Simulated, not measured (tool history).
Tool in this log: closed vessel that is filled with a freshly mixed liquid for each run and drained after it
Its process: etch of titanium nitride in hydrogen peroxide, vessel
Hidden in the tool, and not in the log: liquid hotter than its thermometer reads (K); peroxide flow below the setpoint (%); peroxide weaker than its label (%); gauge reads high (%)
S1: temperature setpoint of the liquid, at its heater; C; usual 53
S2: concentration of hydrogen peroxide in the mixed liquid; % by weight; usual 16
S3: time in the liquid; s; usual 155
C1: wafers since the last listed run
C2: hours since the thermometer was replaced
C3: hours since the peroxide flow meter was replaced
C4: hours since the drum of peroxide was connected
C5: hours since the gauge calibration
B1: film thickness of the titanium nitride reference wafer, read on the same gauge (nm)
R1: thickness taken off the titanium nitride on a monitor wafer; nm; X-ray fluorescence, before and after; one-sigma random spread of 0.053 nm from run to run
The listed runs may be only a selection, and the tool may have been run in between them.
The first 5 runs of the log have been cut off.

| run | hour | S1 | S2 | S3 | C1 | C2 | C3 | C4 | C5 | B1 | R1 |
|---|---|---|---|---|---|---|---|---|---|---|---|
| 6 | 478.2 | 53 | 16 | 155 | 25635 | 1105.2 | 989.3 | 1322 | 1521.2 | 149.99 | 10.17 |
|  | 513.2 | new drum of peroxide connected |
| 7 | 536.7 | 53 | 16 | 155 | 7042 | 1163.7 | 1047.8 | 23.5 | 1579.7 | 149.98 | 10.28 |
| 8 | 591.6 | 56.5 | 19 | 125 | 6724 | 1218.6 | 1102.7 | 78.4 | 1634.6 | 149.98 | 11.04 |
| 9 | 616.2 | 53 | 12.5 | 155 | 3013 | 1243.2 | 1127.3 | 103 | 1659.2 | 150.01 | 9.82 |
|  | 651.8 | thermometer replaced |
| 10 | 666.7 | 59 | 16 | 220 | 6062 | 14.9 | 1177.8 | 153.5 | 1709.7 | 150.02 | 21.32 |
| 11 | 697.9 | 53 | 13.5 | 155 | 3821 | 46.1 | 1209 | 184.7 | 1740.9 | 150.03 | 9.46 |
|  | 781.3 | gauge calibrated |
| 12 | 889 | 43.5 | 19.5 | 240 | 23406 | 237.2 | 1400.1 | 375.8 | 107.7 | 149.99 | 8.01 |
| 13 | 913.1 | 43 | 16 | 90 | 2951 | 261.3 | 1424.2 | 399.9 | 131.8 | 149.97 | 2.76 |
| 14 | 939.6 | 53 | 16 | 155 | 3245 | 287.8 | 1450.7 | 426.4 | 158.3 | 149.99 | 9.86 |
| 15 | 972.5 | 53 | 14.5 | 155 | 4029 | 320.7 | 1483.6 | 459.3 | 191.2 | 149.99 | 9.71 |
| 16 | 1031.1 | 43 | 19 | 210 | 7177 | 379.3 | 1542.2 | 517.9 | 249.8 | 150 | 6.69 |
| 17 | 1062 | 53 | 16 | 155 | 3784 | 410.2 | 1573.1 | 548.8 | 280.7 | 150 | 9.98 |
|  | 1063.9 | peroxide flow meter replaced |
| 18 | 1109.8 | 53 | 16 | 155 | 5732 | 458 | 45.9 | 596.6 | 328.5 | 150 | 10 |
| 19 | 1136.6 | 53 | 16 | 155 | 3282 | 484.8 | 72.7 | 623.4 | 355.3 | 150.02 | 9.99 |
| 20 | 1166.4 | 53 | 16 | 155 | 3650 | 514.6 | 102.5 | 653.2 | 385.1 | 150.03 | 9.96 |
| 21 | 1222.6 | 48.5 | 16 | 155 | 6883 | 570.8 | 158.7 | 709.4 | 441.3 | 149.99 | 7.22 |
| 22 | 1294.4 | 53 | 16 | 95 | 8794 | 642.6 | 230.5 | 781.2 | 513.1 | 149.99 | 6.21 |
| 23 | 1358 | 53 | 16 | 200 | 7789 | 706.2 | 294.1 | 844.8 | 576.7 | 149.98 | 12.87 |
| 24 | 1415.1 | 57 | 14.5 | 225 | 6993 | 763.3 | 351.2 | 901.9 | 633.8 | 149.99 | 19 |
| 25 | 1452.3 | 56 | 19.5 | 70 | 4556 | 800.5 | 388.4 | 939.1 | 671 | 149.97 | 5.84 |
| 26 | 1477.6 | 44 | 19 | 155 | 3098 | 825.8 | 413.7 | 964.4 | 696.3 | 150 | 5.41 |
| 27 | 1509.7 | 58.5 | 20 | 185 | 3931 | 857.9 | 445.8 | 996.5 | 728.4 | 150 | 18.33 |
| 28 | 1538.5 | 53 | 16 | 155 | 3527 | 886.7 | 474.6 | 1025.3 | 757.2 | 150.01 | 10.02 |
| 29 | 1587.7 | 53 | 16 | 155 | 6026 | 935.9 | 523.8 | 1074.5 | 806.4 | 149.99 | 10.03 |
| 30 | 1621.2 | 44 | 16 | 195 | 4103 | 969.4 | 557.3 | 1108 | 839.9 | 149.99 | 6.58 |

Consider 3 possible next runs. They are alternatives, not a sequence: every one starts from the tool as it was left by run 30. What does each give?
| A | 1621.9 | 45.5 | 16 | 155 | 85 | 970.1 | 558 | 1108.7 | 840.6 | ? | ? |
| B | 1621.9 | 62.5 | 16 | 155 | 85 | 970.1 | 558 | 1108.7 | 840.6 | ? | ? |
| C | 1621.9 | 59.5 | 12 | 65 | 85 | 970.1 | 558 | 1108.7 | 840.6 | ? | ? |

| run | B1 | R1 |
|---|---|---|
| A | 149.99 | 5.88 |
| B | 149.99 | 19.44 |
| C | 149.99 | 6.27 |
Had the tool no hidden state, the same runs would have come out as:
| run | R1 |
|---|---|
| A | 5.76 |
| B | 19.09 |
| C | 6.15 |
